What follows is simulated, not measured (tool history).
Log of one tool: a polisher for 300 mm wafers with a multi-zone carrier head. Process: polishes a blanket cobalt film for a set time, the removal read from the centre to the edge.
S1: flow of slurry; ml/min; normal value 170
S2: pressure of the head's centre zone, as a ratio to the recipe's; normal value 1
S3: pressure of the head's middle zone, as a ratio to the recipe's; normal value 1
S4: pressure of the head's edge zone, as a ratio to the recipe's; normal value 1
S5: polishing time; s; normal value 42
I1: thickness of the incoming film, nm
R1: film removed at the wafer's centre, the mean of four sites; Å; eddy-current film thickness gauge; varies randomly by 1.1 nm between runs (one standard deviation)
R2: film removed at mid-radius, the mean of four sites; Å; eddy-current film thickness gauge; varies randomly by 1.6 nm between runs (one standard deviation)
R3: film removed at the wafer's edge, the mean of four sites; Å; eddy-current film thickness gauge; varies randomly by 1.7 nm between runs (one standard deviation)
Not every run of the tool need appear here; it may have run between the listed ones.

Run 1, hour 0: usual settings but S3 1.08; I1 1153.6. Result: R1 1402 Å, R2 1419 Å, R3 1285 Å.
Run 2, hour 6.1: usual settings but S3 1.04; I1 1155.9. Result: R1 1431 Å, R2 1339 Å, R3 1292 Å.
Run 3, hour 19: usual settings but S3 1.04; I1 1166.2. Result: R1 1412 Å, R2 1347 Å, R3 1290 Å.
At hour 25.1: worn pad replaced by a new one.
Run 4, hour 30.9: usual settings; I1 1181.3. Result: R1 1428 Å, R2 1299 Å, R3 1314 Å.
Run 5, hour 37.7: usual settings; I1 1168.3. Result: R1 1405 Å, R2 1302 Å, R3 1261 Å.
Run 6, hour 54.4: usual settings; I1 1176.8. Result: R1 1414 Å, R2 1283 Å, R3 1305 Å.
At hour 66.3: centre zone pressure recalibrated.
Run 7, hour 66.8: usual settings but S1 155 ml/min; I1 1175.8. Result: R1 1504 Å, R2 1291 Å, R3 1246 Å.
Run 8, hour 78: usual settings but S1 145 ml/min, S4 1.05; I1 1171.6. Result: R1 1473 Å, R2 1290 Å, R3 1287 Å.
Run 9, hour 93: usual settings; I1 1176.1. Result: R1 1502 Å, R2 1286 Å, R3 1280 Å.
At hour 101: worn pad replaced by a new one.
Run 10, hour 101.5: usual settings but S3 1.08, S5 33 s; I1 1161.4. Result: R1 1199 Å, R2 1090 Å, R3 999 Å.
At hour 118.1: carrier head's membrane replaced by a new one.
Run 11, hour 118.6: usual settings; I1 1175.5. Result: R1 1498 Å, R2 1283 Å, R3 1288 Å.
Run 12, hour 123.6: usual settings but S3 1.07, S4 0.95, S5 55 s; I1 1175.3. Result: R1 1973 Å, R2 1796 Å, R3 1662 Å.
Run 13, hour 130.9: usual settings but S3 0.91, S4 0.94; I1 1194.1. Result: R1 1495 Å, R2 1204 Å, R3 1270 Å.
Run 14, hour 140.5: usual settings; I1 1164.2. Result: R1 1517 Å, R2 1281 Å, R3 1300 Å.
At hour 144.2: centre zone pressure recalibrated, repeated, since the last time left the tool worse.
Run 15, hour 147.3: usual settings but S2 1.11, S3 1.05; I1 1196.5. Result: R1 1448 Å, R2 1381 Å, R3 1268 Å.
Run 16, hour 162.6: usual settings but S5 50 s; I1 1183.5. Result: R1 1565 Å, R2 1540 Å, R3 1539 Å.
At hour 177.7: worn pad replaced by a new one.
At hour 191.7: edge zone pressure recalibrated.
At hour 191.8: slurry nozzle cleaned.
Run 17, hour 212.2: usual settings but S3 0.93; I1 1159.1. Result: R1 1322 Å, R2 1214 Å, R3 1312 Å.
Run 18, hour 223.4: usual settings but S5 53 s; I1 1182.8. Result: R1 1657 Å, R2 1667 Å, R3 1616 Å.
Run 19, hour 234.5: usual settings; I1 1167.5. Result: R1 1307 Å, R2 1344 Å, R3 1281 Å.
Run 20, hour 242.4: usual settings but S1 185 ml/min, S2 1.06, S4 1.07; I1 1176.2. Result: R1 1423 Å, R2 1330 Å, R3 1354 Å.
At hour 248.2: worn pad replaced by a new one.
Run 21, hour 259.9: usual settings but S1 210 ml/min, S2 1.04, S3 0.95; I1 1176.2. Result: R1 1404 Å, R2 1301 Å, R3 1330 Å.

5 options for the next run, each taken on its own from the tool as it stands now. Forecast them:
Run A, hour 260.3: usual settings but S3 0.9; I1 1170.6. Result: R1 ?, R2 ?, R3 ?.
Run B, hour 260.3: usual settings but S1 120 ml/min, S3 1.1; I1 1170.6. Result: R1 ?, R2 ?, R3 ?.
Run C, hour 260.3: usual settings but S3 1.06; I1 1170.6. Result: R1 ?, R2 ?, R3 ?.
Run D, hour 260.3: usual settings but S1 130 ml/min, S5 29 s; I1 1170.6. Result: R1 ?, R2 ?, R3 ?.
Run E, hour 260.3: usual settings but S3 0.92, S4 1.04; I1 1170.6. Result: R1 ?, R2 ?, R3 ?.

run    R1    R2    R3
  A  1324  1200  1314
  B  1246  1335  1261
  C  1325  1368  1312
  D   873   865   880
  E  1324  1221  1336
Take away the tool's hidden state, keep each run's random variation, and the runs would have read:
run    R1    R2    R3
  A  1317  1200  1314
  B  1240  1335  1261
  C  1319  1368  1312
  D   869   865   880
  E  1317  1221  1336
